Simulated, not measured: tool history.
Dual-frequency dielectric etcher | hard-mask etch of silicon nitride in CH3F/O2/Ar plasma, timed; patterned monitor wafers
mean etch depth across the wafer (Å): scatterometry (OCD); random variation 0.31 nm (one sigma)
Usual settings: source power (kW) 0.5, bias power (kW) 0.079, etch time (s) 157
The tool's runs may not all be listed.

| run | hour | source power (kW) | bias power (kW) | etch time (s) | wafers since the last listed run | hours since the last wet clean | hours since the last source power generator calibration | hours since the last bias power generator calibration | hours since the last upper electrode change | hours since the gauge calibration | read-back reference wafer on the same gauge, depth_nm | mean etch depth across the wafer (Å) |
|---|---|---|---|---|---|---|---|---|---|---|---|---|
| 1 | 0 | 0.5 | 0.079 | 157 | 0 | 6.8 | 3782.5 | 1131.6 | 3207 | 115.8 | 105 | 1289 |
| 2 | 122.3 | 0.55 | 0.079 | 157 | 916 | 129.1 | 3904.8 | 1253.9 | 3329.3 | 238.1 | 105 | 1355 |
| 3 | 194.3 | 0.55 | 0.079 | 157 | 539 | 201.1 | 3976.8 | 1325.9 | 3401.3 | 310.1 | 105 | 1353 |
| 4 | 399.3 | 0.55 | 0.079 | 157 | 1535 | 406.1 | 4181.8 | 1530.9 | 3606.3 | 515.1 | 105 | 1366 |
| 5 | 441.3 | 0.5 | 0.066 | 157 | 314 | 448.1 | 4223.8 | 1572.9 | 3648.3 | 557.1 | 105 | 1236 |
| 6 | 533.6 | 0.5 | 0.066 | 157 | 691 | 540.4 | 4316.1 | 1665.2 | 3740.6 | 649.4 | 105 | 1245 |
| 7 | 616.4 | 0.5 | 0.066 | 157 | 620 | 623.2 | 4398.9 | 1748 | 3823.4 | 732.2 | 105 | 1247 |
|  | 696.7 | wet clean of the chamber |
| 8 | 697.2 | 0.5 | 0.079 | 157 | 425 | 0.5 | 4479.7 | 1828.8 | 3904.2 | 813 | 105 | 1245 |
|  | 747.1 | upper electrode replaced |
| 9 | 758.5 | 0.5 | 0.079 | 178 | 279 | 61.8 | 4541 | 1890.1 | 11.4 | 874.3 | 105 | 1412 |
| 10 | 823.9 | 0.5 | 0.079 | 178 | 489 | 127.2 | 4606.4 | 1955.5 | 76.8 | 939.7 | 105 | 1417 |
| 11 | 887.5 | 0.5 | 0.079 | 178 | 476 | 190.8 | 4670 | 2019.1 | 140.4 | 1003.3 | 104.9 | 1423 |
| 12 | 990.6 | 0.5 | 0.079 | 157 | 772 | 293.9 | 4773.1 | 2122.2 | 243.5 | 1106.4 | 105.1 | 1258 |
| 13 | 1045.2 | 0.5 | 0.079 | 157 | 409 | 348.5 | 4827.7 | 2176.8 | 298.1 | 1161 | 105 | 1258 |
| 14 | 1128.1 | 0.5 | 0.079 | 157 | 621 | 431.4 | 4910.6 | 2259.7 | 381 | 1243.9 | 105 | 1261 |
|  | 1203 | wet clean of the chamber, repeated, since the last time left the tool worse |
| 15 | 1233.6 | 0.5 | 0.079 | 189 | 610 | 30.6 | 5016.1 | 2365.2 | 486.5 | 1349.4 | 105 | 1562 |
|  | 1291.6 | source power generator calibrated |
|  | 1330.5 | bias power generator calibrated |
| 16 | 1331 | 0.44 | 0.079 | 139 | 669 | 128 | 39.4 | 0.5 | 583.9 | 1446.8 | 105 | 1084 |
|  | 1350.4 | gauge calibrated |
| 17 | 1416.9 | 0.54 | 0.065 | 157 | 643 | 213.9 | 125.3 | 86.4 | 669.8 | 66.5 | 105.1 | 1273 |
| 18 | 1504.3 | 0.5 | 0.069 | 157 | 654 | 301.3 | 212.7 | 173.8 | 757.2 | 153.9 | 105 | 1253 |
| 19 | 1571 | 0.44 | 0.079 | 157 | 499 | 368 | 279.4 | 240.5 | 823.9 | 220.6 | 105 | 1241 |
| 20 | 1657.9 | 0.61 | 0.066 | 157 | 650 | 454.9 | 366.3 | 327.4 | 910.8 | 307.5 | 105 | 1365 |
| 21 | 1705.8 | 0.42 | 0.079 | 135 | 358 | 502.8 | 414.2 | 375.3 | 958.7 | 355.4 | 105 | 1045 |
| 22 | 1761.9 | 0.5 | 0.079 | 157 | 420 | 558.9 | 470.3 | 431.4 | 1014.8 | 411.5 | 105 | 1321 |
| 23 | 1810.4 | 0.56 | 0.07 | 188.5 | 363 | 607.4 | 518.8 | 479.9 | 1063.3 | 460 | 105 | 1611 |
|  | 1853.3 | wet clean of the chamber |
| 24 | 1881 | 0.54 | 0.067 | 113.5 | 349 | 27.7 | 589.4 | 550.5 | 1133.9 | 530.6 | 105 | 923 |
| 25 | 1928 | 0.56 | 0.07 | 179 | 352 | 74.7 | 636.4 | 597.5 | 1180.9 | 577.6 | 105 | 1500 |
| 26 | 1994.6 | 0.5 | 0.072 | 157 | 498 | 141.3 | 703 | 664.1 | 1247.5 | 644.2 | 105 | 1264 |
| 27 | 2062.3 | 0.6 | 0.069 | 188.5 | 507 | 209 | 770.7 | 731.8 | 1315.2 | 711.9 | 105 | 1629 |
| 28 | 2120.7 | 0.43 | 0.093 | 114 | 437 | 267.4 | 829.1 | 790.2 | 1373.6 | 770.3 | 105 | 929 |

Forecast each of these 5 alternatives for the next run:
| A | 2121.2 | 0.5 | 0.087 | 157 | 3 | 267.9 | 829.6 | 790.7 | 1374.1 | 770.8 | ? | ? |
| B | 2121.2 | 0.38 | 0.093 | 121 | 3 | 267.9 | 829.6 | 790.7 | 1374.1 | 770.8 | ? | ? |
| C | 2121.2 | 0.45 | 0.092 | 193 | 3 | 267.9 | 829.6 | 790.7 | 1374.1 | 770.8 | ? | ? |
| D | 2121.2 | 0.55 | 0.06 | 137 | 3 | 267.9 | 829.6 | 790.7 | 1374.1 | 770.8 | ? | ? |
| E | 2121.2 | 0.5 | 0.062 | 157 | 3 | 267.9 | 829.6 | 790.7 | 1374.1 | 770.8 | ? | ? |

| run | read-back reference wafer on the same gauge, depth_nm | mean etch depth across the wafer (Å) |
|---|---|---|
| A | 104.9 | 1342 |
| B | 104.9 | 930 |
| C | 104.9 | 1601 |
| D | 104.9 | 1093 |
| E | 104.9 | 1210 |
Without the tool's hidden state the same runs would have given:
| run | mean etch depth across the wafer (Å) |
|---|---|
| A | 1330 |
| B | 922 |
| C | 1586 |
| D | 1083 |
| E | 1199 |

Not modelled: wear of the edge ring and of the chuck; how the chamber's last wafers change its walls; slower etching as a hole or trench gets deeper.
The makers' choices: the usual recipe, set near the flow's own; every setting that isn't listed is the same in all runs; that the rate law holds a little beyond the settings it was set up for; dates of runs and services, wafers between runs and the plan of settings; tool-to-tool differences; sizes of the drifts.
